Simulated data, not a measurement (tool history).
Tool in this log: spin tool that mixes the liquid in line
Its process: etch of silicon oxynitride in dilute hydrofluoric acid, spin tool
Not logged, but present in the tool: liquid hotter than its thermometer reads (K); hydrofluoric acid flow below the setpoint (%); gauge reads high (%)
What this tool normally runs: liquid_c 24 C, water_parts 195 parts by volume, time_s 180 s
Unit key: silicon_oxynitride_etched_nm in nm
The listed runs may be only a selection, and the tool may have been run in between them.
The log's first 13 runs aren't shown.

run   hour  liquid_c  water_parts  time_s  wafers since the last listed run  hours since the thermometer was replaced  hours since the hydrofluoric acid flow meter was replaced  hours since the gauge calibration  read-back film thickness of the silicon oxynitride reference wafer, read on the same gauge (nm)  silicon_oxynitride_etched_nm
 14  285.2        24          220     210                               137                                     162.1                                                     1673.4                              666.5                                                                                           69.974                         1.842
 15  300.9        24          195     180                               116                                     177.8                                                     1689.1                              682.2                                                                                           69.989                         1.912
 16  333.7        24          195     180                               243                                     210.6                                                     1721.9                                715                                                                                               70                         1.831
 17  350.5      27.5          195     180                               124                                     227.4                                                     1738.7                              731.8                                                                                           69.981                         2.181
     353.4  -- thermometer replaced, repeated, since the last time left the tool worse
     353.4  -- gauge calibrated
 18  375.8      20.5          100     270                               180                                      22.4                                                       1764                               22.4                                                                                            69.99                         4.317
 19  408.1      22.5          270     215                               240                                      54.7                                                     1796.3                               54.7                                                                                           70.041                          1.26
 20  421.1        24          195     145                                96                                      67.7                                                     1809.3                               67.7                                                                                           69.993                         1.335
 21  435.2        24          195     180                               104                                      81.8                                                     1823.4                               81.8                                                                                           69.985                         1.658
 22  448.8        24          195     180                               101                                      95.4                                                       1837                               95.4                                                                                           70.042                         1.643
 23  461.6      26.5          195     180                                95                                     108.2                                                     1849.8                              108.2                                                                                           69.977                         1.827
     473.1  -- hydrofluoric acid flow meter replaced
 24    486      28.5          195     120                               173                                     132.6                                                       12.9                              132.6                                                                                           70.005                         1.345
 25  505.3        28          285     240                               143                                     151.9                                                       32.2                              151.9                                                                                           69.993                         1.673
 26    524        24          195     180                               139                                     170.6                                                       50.9                              170.6                                                                                           69.999                         1.633
 27  550.7      21.5          110     180                               198                                     197.3                                                       77.6                              197.3                                                                                           69.971                         2.804
 28  574.1        22          160     270                               173                                     220.7                                                        101                              220.7                                                                                           69.995                         2.869
 29    602      26.5          235     255                               207                                     248.6                                                      128.9                              248.6                                                                                           69.987                         2.132
 30  635.5        24          105     180                               249                                     282.1                                                      162.4                              282.1                                                                                           69.983                         3.363
 31  653.2        24          195     150                               131                                     299.8                                                      180.1                              299.8                                                                                           69.996                         1.399
 32  672.5      22.5          130     120                               143                                     319.1                                                      199.4                              319.1                                                                                           69.997                          1.66
 33  705.7        24          220     210                               246                                     352.3                                                      232.6                              352.3                                                                                           70.011                         1.727

4 ways to go on from here, each from the tool as it stands after run 33. What would each give?
  A  706.2        24          240     180                                 3                                     352.8                                                      233.1                              352.8                                                                                                ?                             ?
  B  706.2        24          195     280                                 3                                     352.8                                                      233.1                              352.8                                                                                                ?                             ?
  C  706.2        24          290     135                                 3                                     352.8                                                      233.1                              352.8                                                                                                ?                             ?
  D  706.2        24          195     100                                 3                                     352.8                                                      233.1                              352.8                                                                                                ?                             ?

run  read-back film thickness of the silicon oxynitride reference wafer, read on the same gauge (nm)  silicon_oxynitride_etched_nm
  A                                                                                           69.992                         1.326
  B                                                                                           69.992                         2.627
  C                                                                                           69.992                         0.794
  D                                                                                           69.992                         0.938
With the hidden condition removed and each run's random variation left untouched, the same runs would have given:
run  silicon_oxynitride_etched_nm
  A                         1.281
  B                         2.534
  C                         0.767
  D                         0.905
